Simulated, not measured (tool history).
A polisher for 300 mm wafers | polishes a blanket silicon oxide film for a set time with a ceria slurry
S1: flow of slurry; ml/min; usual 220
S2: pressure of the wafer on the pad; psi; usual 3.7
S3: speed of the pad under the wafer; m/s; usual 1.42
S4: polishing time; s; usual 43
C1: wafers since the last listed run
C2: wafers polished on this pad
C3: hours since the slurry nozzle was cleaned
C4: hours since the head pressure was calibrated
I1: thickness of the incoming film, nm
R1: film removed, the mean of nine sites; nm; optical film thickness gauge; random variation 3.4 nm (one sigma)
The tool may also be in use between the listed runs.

| run | day | S1 | S2 | S3 | S4 | C1 | C2 | C3 | C4 | I1 | R1 |
|---|---|---|---|---|---|---|---|---|---|---|---|
| 1 | 0.000 | 220 | 3.7 | 1.74 | 43 | 0 | 3511 | 464.1 | 613.4 | 892.4 | 412.8 |
|  | 0.712 | head pressure recalibrated |
| 2 | 3.071 | 220 | 3.7 | 1.74 | 43 | 784 | 4296 | 537.8 | 56.6 | 889.5 | 408.3 |
| 3 | 5.788 | 220 | 3.7 | 1.74 | 43 | 712 | 5008 | 603.0 | 121.8 | 903.6 | 409.5 |
| 4 | 10.233 | 220 | 3.7 | 1.42 | 43 | 1166 | 6175 | 709.7 | 228.5 | 886.8 | 335.6 |
|  | 17.900 | worn pad replaced by a new one |
|  | 18.296 | slurry nozzle cleaned |
| 5 | 21.683 | 220 | 3.7 | 1.42 | 43 | 2950 | 982 | 81.3 | 503.3 | 887.7 | 343.9 |
| 6 | 23.200 | 220 | 3.7 | 1.26 | 43 | 398 | 1380 | 117.7 | 539.7 | 879.9 | 301.8 |
| 7 | 25.442 | 220 | 3.7 | 1.42 | 35 | 588 | 1968 | 171.5 | 593.5 | 895.5 | 276.8 |
| 8 | 27.642 | 220 | 3.7 | 1.42 | 35 | 577 | 2546 | 224.3 | 646.3 | 884.4 | 271.1 |
| 9 | 29.462 | 220 | 3.7 | 1.42 | 35 | 477 | 3023 | 268.0 | 690.0 | 902.9 | 268.9 |
| 10 | 31.950 | 190 | 3.7 | 1.42 | 39 | 652 | 3676 | 327.7 | 749.7 | 881.8 | 299.6 |
|  | 33.662 | head pressure recalibrated |
| 11 | 36.167 | 220 | 3.7 | 1.42 | 43 | 1084 | 4761 | 428.9 | 60.1 | 898.9 | 336.2 |
| 12 | 38.133 | 220 | 3.2 | 1.54 | 43 | 516 | 5277 | 476.1 | 107.3 | 895.9 | 314.7 |
| 13 | 41.529 | 220 | 3.2 | 1.54 | 43 | 891 | 6168 | 557.6 | 188.8 | 888.9 | 307.6 |
|  | 45.629 | worn pad replaced by a new one |
| 14 | 45.967 | 220 | 3.2 | 1.42 | 57 | 1120 | 88 | 664.1 | 295.3 | 889.8 | 378.5 |
| 15 | 48.279 | 175 | 5.0 | 1.76 | 43 | 606 | 695 | 719.6 | 350.8 | 889.9 | 544.1 |
|  | 50.833 | slurry nozzle cleaned |
| 16 | 51.554 | 220 | 3.7 | 1.42 | 49 | 848 | 1544 | 17.3 | 429.4 | 895.7 | 390.2 |
| 17 | 53.775 | 220 | 3.7 | 1.42 | 56 | 582 | 2126 | 70.6 | 482.7 | 878.4 | 451.3 |
| 18 | 57.492 | 220 | 3.7 | 1.42 | 43 | 975 | 3102 | 159.8 | 571.9 | 885.8 | 334.6 |
| 19 | 60.488 | 220 | 3.7 | 1.42 | 35 | 786 | 3888 | 231.7 | 643.8 | 883.1 | 274.2 |
|  | 60.588 | head pressure recalibrated |
| 20 | 62.658 | 220 | 2.9 | 1.42 | 53 | 547 | 4436 | 283.8 | 49.7 | 888.1 | 324.7 |
| 21 | 65.221 | 220 | 4.4 | 1.42 | 51 | 672 | 5108 | 345.3 | 111.2 | 907.7 | 464.8 |
| 22 | 67.788 | 150 | 3.0 | 1.64 | 43 | 673 | 5782 | 406.9 | 172.8 | 899.0 | 296.5 |
| 23 | 70.842 | 180 | 3.7 | 1.10 | 43 | 801 | 6583 | 480.2 | 246.1 | 894.7 | 249.1 |
| 24 | 74.729 | 220 | 3.7 | 1.42 | 43 | 1020 | 7604 | 573.5 | 339.4 | 900.0 | 335.2 |
|  | 78.550 | worn pad replaced by a new one |
| 25 | 78.688 | 220 | 3.7 | 1.42 | 43 | 995 | 35 | 668.5 | 434.4 | 897.9 | 335.3 |
| 26 | 80.296 | 220 | 4.1 | 1.26 | 43 | 422 | 458 | 707.1 | 473.0 | 883.5 | 318.6 |
| 27 | 82.712 | 220 | 3.7 | 1.72 | 28 | 634 | 1092 | 765.1 | 531.0 | 881.2 | 260.0 |
|  | 83.600 | slurry nozzle cleaned |
| 28 | 85.471 | 220 | 3.7 | 1.42 | 43 | 712 | 1805 | 44.9 | 597.2 | 898.5 | 345.3 |
|  | 86.992 | head pressure recalibrated |
| 29 | 89.804 | 175 | 3.7 | 1.42 | 38 | 1115 | 2920 | 148.9 | 67.5 | 888.6 | 291.3 |
| 30 | 93.362 | 290 | 4.6 | 1.16 | 50 | 933 | 3854 | 234.3 | 152.9 | 892.4 | 404.5 |
| 31 | 97.025 | 220 | 3.7 | 1.42 | 43 | 961 | 4815 | 322.2 | 240.8 | 905.0 | 331.6 |
| 32 | 100.629 | 220 | 3.7 | 1.42 | 43 | 945 | 5761 | 408.7 | 327.3 | 895.4 | 333.3 |
|  | 104.504 | worn pad replaced by a new one |
| 33 | 104.550 | 220 | 3.7 | 1.42 | 43 | 985 | 12 | 502.8 | 421.4 | 883.3 | 330.6 |
| 34 | 106.800 | 220 | 4.3 | 1.90 | 43 | 590 | 602 | 556.8 | 475.4 | 891.3 | 507.8 |
| 35 | 108.850 | 150 | 3.7 | 1.86 | 43 | 537 | 1140 | 606.0 | 524.6 | 874.7 | 409.2 |
| 36 | 112.388 | 220 | 4.4 | 1.22 | 43 | 928 | 2068 | 690.9 | 609.5 | 885.4 | 342.4 |
| 37 | 114.475 | 220 | 3.7 | 1.86 | 43 | 547 | 2616 | 741.0 | 659.6 | 884.4 | 430.0 |
|  | 114.583 | head pressure recalibrated |
| 38 | 117.738 | 220 | 3.7 | 1.42 | 43 | 834 | 3451 | 819.3 | 75.7 | 891.3 | 329.6 |

The same runs without the tool's hidden state, with the same run-to-run variation:
The hidden state here: removal rate lost through wear of the pad, %; slurry flow missing at the pad, %; deviation of the head's pressure from its setpoint, %.
| run | R1 |
|---|---|
| 1 | 427.4 |
| 2 | 423.9 |
| 3 | 425.9 |
| 4 | 349.9 |
| 5 | 348.2 |
| 6 | 306.7 |
| 7 | 282.8 |
| 8 | 278.2 |
| 9 | 276.8 |
| 10 | 310.6 |
| 11 | 349.3 |
| 12 | 327.7 |
| 13 | 321.2 |
| 14 | 396.3 |
| 15 | 574.3 |
| 16 | 391.6 |
| 17 | 455.6 |
| 18 | 340.7 |
| 19 | 280.9 |
| 20 | 333.8 |
| 21 | 479.6 |
| 22 | 309.6 |
| 23 | 259.9 |
| 24 | 349.2 |
| 25 | 350.1 |
| 26 | 332.9 |
| 27 | 271.9 |
| 28 | 348.0 |
| 29 | 297.5 |
| 30 | 413.2 |
| 31 | 342.2 |
| 32 | 345.6 |
| 33 | 344.1 |
| 34 | 529.4 |
| 35 | 431.9 |
| 36 | 358.1 |
| 37 | 450.2 |
| 38 | 345.6 |
